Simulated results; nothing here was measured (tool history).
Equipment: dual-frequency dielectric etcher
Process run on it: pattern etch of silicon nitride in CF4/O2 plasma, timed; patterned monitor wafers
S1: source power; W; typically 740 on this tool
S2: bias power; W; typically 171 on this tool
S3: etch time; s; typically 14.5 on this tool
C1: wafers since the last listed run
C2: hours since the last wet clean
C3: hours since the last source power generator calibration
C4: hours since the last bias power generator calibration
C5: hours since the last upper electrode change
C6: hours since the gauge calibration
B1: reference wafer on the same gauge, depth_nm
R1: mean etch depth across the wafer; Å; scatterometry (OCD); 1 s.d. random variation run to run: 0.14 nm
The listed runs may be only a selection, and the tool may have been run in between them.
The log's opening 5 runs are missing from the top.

Run 6, day 10.425: usual settings; C1 810; C2 440.6; C3 3204.2; C4 4732.2; C5 3037.7; C6 1011.7; B1 39.87. Result: R1 419.8 Å.
Run 7, day 12.283: usual settings; C1 904; C2 485.2; C3 3248.8; C4 4776.8; C5 3082.3; C6 1056.3; B1 39.90. Result: R1 421.3 Å.
Run 8, day 14.412: usual settings; C1 1036; C2 536.3; C3 3299.9; C4 4827.9; C5 3133.4; C6 1107.4; B1 39.90. Result: R1 420.6 Å.
Run 9, day 16.529: usual settings but S1 790 W, S3 13.5 s; C1 1029; C2 587.1; C3 3350.7; C4 4878.7; C5 3184.2; C6 1158.2; B1 39.86. Result: R1 421.4 Å.
At day 17.650: wet clean of the chamber.
Run 10, day 19.342: usual settings but S1 790 W, S3 13.5 s; C1 881; C2 40.6; C3 3418.2; C4 4946.2; C5 3251.7; C6 1225.7; B1 39.88. Result: R1 419.2 Å.
Run 11, day 21.042: usual settings but S1 790 W, S3 13.5 s; C1 827; C2 81.4; C3 3459.0; C4 4987.0; C5 3292.5; C6 1266.5; B1 39.91. Result: R1 420.5 Å.
Run 12, day 23.992: usual settings; C1 1435; C2 152.2; C3 3529.8; C4 5057.8; C5 3363.3; C6 1337.3; B1 39.93. Result: R1 421.5 Å.
At day 25.875: gauge calibrated.
At day 26.350: upper electrode replaced.
Run 13, day 26.371: usual settings; C1 671; C2 209.3; C3 3586.9; C4 5114.9; C5 0.5; C6 11.9; B1 39.90. Result: R1 419.8 Å.
Run 14, day 29.279: usual settings; C1 1415; C2 279.1; C3 3656.7; C4 5184.7; C5 70.3; C6 81.7; B1 39.93. Result: R1 423.3 Å.
Run 15, day 32.242: usual settings but S1 790 W, S2 139 W, S3 18.5 s; C1 1441; C2 350.2; C3 3727.8; C4 5255.8; C5 141.4; C6 152.8; B1 39.88. Result: R1 536.4 Å.
At day 33.408: source power generator calibrated.
At day 34.133: bias power generator calibrated.
Run 16, day 34.154: usual settings but S1 580 W, S3 12.0 s; C1 768; C2 396.1; C3 17.9; C4 0.5; C5 187.3; C6 198.7; B1 39.89. Result: R1 256.1 Å.
Run 17, day 35.038: usual settings but S1 850 W; C1 429; C2 417.3; C3 39.1; C4 21.7; C5 208.5; C6 219.9; B1 39.91. Result: R1 466.5 Å.
Run 18, day 36.625: usual settings; C1 772; C2 455.4; C3 77.2; C4 59.8; C5 246.6; C6 258.0; B1 39.88. Result: R1 403.2 Å.
At day 38.788: wet clean of the chamber.
Run 19, day 38.808: usual settings but S1 620 W; C1 575; C2 0.5; C3 129.6; C4 112.2; C5 299.0; C6 310.4; B1 39.84. Result: R1 331.6 Å.
Run 20, day 40.992: usual settings but S1 900 W, S2 160 W; C1 1062; C2 52.9; C3 182.0; C4 164.6; C5 351.4; C6 362.8; B1 39.94. Result: R1 480.8 Å.
Run 21, day 43.883: usual settings but S2 137 W, S3 17.5 s; C1 1407; C2 122.3; C3 251.4; C4 234.0; C5 420.8; C6 432.2; B1 39.91. Result: R1 446.5 Å.
Run 22, day 45.321: usual settings; C1 699; C2 156.8; C3 285.9; C4 268.5; C5 455.3; C6 466.7; B1 39.89. Result: R1 402.6 Å.
Run 23, day 48.267: usual settings; C1 1433; C2 227.5; C3 356.6; C4 339.2; C5 526.0; C6 537.4; B1 39.88. Result: R1 401.1 Å.

Run 24, settings as shown, results not yet in. Your forecast:
Run 24, day 49.938: usual settings but S2 190 W; C1 813; C2 267.6; C3 396.7; C4 379.3; C5 566.1; C6 577.5; B1 ?. Result: R1 ?.

B1: 39.86
R1: 419.6 Å
If the tool had no hidden condition, the same run with the same run-to-run variation would have returned R1 422.1 Å.
